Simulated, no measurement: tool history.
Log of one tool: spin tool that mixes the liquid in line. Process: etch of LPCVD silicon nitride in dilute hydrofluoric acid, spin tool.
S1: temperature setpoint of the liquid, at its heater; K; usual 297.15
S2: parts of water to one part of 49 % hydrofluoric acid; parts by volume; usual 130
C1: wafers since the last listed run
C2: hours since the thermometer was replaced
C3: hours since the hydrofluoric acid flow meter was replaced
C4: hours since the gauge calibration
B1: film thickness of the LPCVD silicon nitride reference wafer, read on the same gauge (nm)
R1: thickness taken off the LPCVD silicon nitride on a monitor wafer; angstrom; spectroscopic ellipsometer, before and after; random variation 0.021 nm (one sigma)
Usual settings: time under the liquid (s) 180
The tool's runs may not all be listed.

run 1 hour=0 | S1=297.15 S2=130 time_under_the_liquid_(s)=180 | C1=0 C2=1222.6 C3=1509.6 C4=3104.3 | B1=60.035 | R1=6.16
run 2 hour=93.4 | S1=297.15 S2=130 time_under_the_liquid_(s)=180 | C1=753 C2=1316 C3=1603 C4=3197.7 | B1=59.996 | R1=5.92
-- hour=136.2 thermometer replaced
run 3 hour=165.2 | S1=297.15 S2=130 time_under_the_liquid_(s)=180 | C1=571 C2=29 C3=1674.8 C4=3269.5 | B1=60.012 | R1=6.37
run 4 hour=232.7 | S1=297.15 S2=130 time_under_the_liquid_(s)=180 | C1=544 C2=96.5 C3=1742.3 C4=3337 | B1=59.942 | R1=6.35
run 5 hour=310.4 | S1=297.15 S2=130 time_under_the_liquid_(s)=180 | C1=626 C2=174.2 C3=1820 C4=3414.7 | B1=59.977 | R1=5.84
run 6 hour=580.7 | S1=297.15 S2=130 time_under_the_liquid_(s)=180 | C1=2180 C2=444.5 C3=2090.3 C4=3685 | B1=60.035 | R1=5.92
run 7 hour=622.4 | S1=292.65 S2=85 time_under_the_liquid_(s)=210 | C1=336 C2=486.2 C3=2132 C4=3726.7 | B1=60.019 | R1=8.1
run 8 hour=683.9 | S1=301.65 S2=110 time_under_the_liquid_(s)=70 | C1=496 C2=547.7 C3=2193.5 C4=3788.2 | B1=59.976 | R1=3.74
run 9 hour=734.3 | S1=292.65 S2=100 time_under_the_liquid_(s)=135 | C1=406 C2=598.1 C3=2243.9 C4=3838.6 | B1=60.011 | R1=4.39
-- hour=745.2 hydrofluoric acid flow meter replaced
run 10 hour=777.3 | S1=300.15 S2=150 time_under_the_liquid_(s)=270 | C1=338 C2=641.1 C3=32.1 C4=3881.6 | B1=60.005 | R1=10.34
run 11 hour=857.3 | S1=301.65 S2=100 time_under_the_liquid_(s)=245 | C1=645 C2=721.1 C3=112.1 C4=3961.6 | B1=59.971 | R1=15.42
run 12 hour=926.8 | S1=297.15 S2=170 time_under_the_liquid_(s)=120 | C1=560 C2=790.6 C3=181.6 C4=4031.1 | B1=59.985 | R1=3.12
run 13 hour=1017.4 | S1=299.15 S2=130 time_under_the_liquid_(s)=180 | C1=730 C2=881.2 C3=272.2 C4=4121.7 | B1=60.034 | R1=7.08
run 14 hour=1055.1 | S1=300.65 S2=80 time_under_the_liquid_(s)=230 | C1=304 C2=918.9 C3=309.9 C4=4159.4 | B1=60 | R1=17.57
run 15 hour=1112.3 | S1=293.65 S2=150 time_under_the_liquid_(s)=115 | C1=461 C2=976.1 C3=367.1 C4=4216.6 | B1=60.014 | R1=2.72
run 16 hour=1167.2 | S1=297.15 S2=130 time_under_the_liquid_(s)=180 | C1=442 C2=1031 C3=422 C4=4271.5 | B1=60.015 | R1=6.5
run 17 hour=1204.4 | S1=297.15 S2=130 time_under_the_liquid_(s)=180 | C1=300 C2=1068.2 C3=459.2 C4=4308.7 | B1=60.001 | R1=6.54
run 18 hour=1273.2 | S1=301.65 S2=110 time_under_the_liquid_(s)=150 | C1=555 C2=1137 C3=528 C4=4377.5 | B1=60.002 | R1=7.99
-- hour=1307.3 gauge calibrated
run 19 hour=1339 | S1=301.15 S2=130 time_under_the_liquid_(s)=100 | C1=530 C2=1202.8 C3=593.8 C4=31.7 | B1=60 | R1=4.44
run 20 hour=1445.9 | S1=301.15 S2=95 time_under_the_liquid_(s)=75 | C1=862 C2=1309.7 C3=700.7 C4=138.6 | B1=60.011 | R1=4.74
-- hour=1487.6 thermometer replaced
run 21 hour=1668.7 | S1=297.15 S2=130 time_under_the_liquid_(s)=260 | C1=1789 C2=181.1 C3=923.5 C4=361.4 | B1=59.984 | R1=9.4
run 22 hour=1768.7 | S1=297.15 S2=130 time_under_the_liquid_(s)=180 | C1=806 C2=281.1 C3=1023.5 C4=461.4 | B1=60.035 | R1=6.28
run 23 hour=1808.7 | S1=299.15 S2=130 time_under_the_liquid_(s)=250 | C1=322 C2=321.1 C3=1063.5 C4=501.4 | B1=59.992 | R1=9.71
run 24 hour=1978.8 | S1=293.65 S2=130 time_under_the_liquid_(s)=180 | C1=1372 C2=491.2 C3=1233.6 C4=671.5 | B1=59.958 | R1=5.12
run 25 hour=2075.3 | S1=293.65 S2=110 time_under_the_liquid_(s)=280 | C1=778 C2=587.7 C3=1330.1 C4=768 | B1=60.018 | R1=9.04
run 26 hour=2122.2 | S1=295.15 S2=105 time_under_the_liquid_(s)=240 | C1=378 C2=634.6 C3=1377 C4=814.9 | B1=59.984 | R1=8.94
run 27 hour=2188 | S1=297.15 S2=185 time_under_the_liquid_(s)=240 | C1=530 C2=700.4 C3=1442.8 C4=880.7 | B1=60.011 | R1=6
run 28 hour=2259 | S1=297.15 S2=130 time_under_the_liquid_(s)=180 | C1=572 C2=771.4 C3=1513.8 C4=951.7 | B1=59.962 | R1=6.25
run 29 hour=2355.6 | S1=297.15 S2=130 time_under_the_liquid_(s)=215 | C1=779 C2=868 C3=1610.4 C4=1048.3 | B1=60.007 | R1=7.47
run 30 hour=2410.4 | S1=301.65 S2=75 time_under_the_liquid_(s)=120 | C1=442 C2=922.8 C3=1665.2 C4=1103.1 | B1=59.997 | R1=9.12
run 31 hour=2492.5 | S1=297.15 S2=130 time_under_the_liquid_(s)=180 | C1=662 C2=1004.9 C3=1747.3 C4=1185.2 | B1=60.019 | R1=6.42

Forecast each of these 5 alternatives for the next run:
run A hour=2493 | S1=295.15 S2=130 time_under_the_liquid_(s)=180 | C1=4 C2=1005.4 C3=1747.8 C4=1185.7 | B1=? | R1=?
run B hour=2493 | S1=292.65 S2=155 time_under_the_liquid_(s)=145 | C1=4 C2=1005.4 C3=1747.8 C4=1185.7 | B1=? | R1=?
run C hour=2493 | S1=301.15 S2=130 time_under_the_liquid_(s)=180 | C1=4 C2=1005.4 C3=1747.8 C4=1185.7 | B1=? | R1=?
run D hour=2493 | S1=295.15 S2=190 time_under_the_liquid_(s)=230 | C1=4 C2=1005.4 C3=1747.8 C4=1185.7 | B1=? | R1=?
run E hour=2493 | S1=297.15 S2=180 time_under_the_liquid_(s)=180 | C1=4 C2=1005.4 C3=1747.8 C4=1185.7 | B1=? | R1=?

run=A B1=59.992 R1=5.18
run=B B1=59.992 R1=2.98
run=C B1=59.992 R1=7.61
run=D B1=59.992 R1=4.56
run=E B1=59.992 R1=4.28
Without the tool's hidden state the same runs would have given:
run=A R1=5.67
run=B R1=3.26
run=C R1=8.35
run=D R1=4.99
run=E R1=4.68
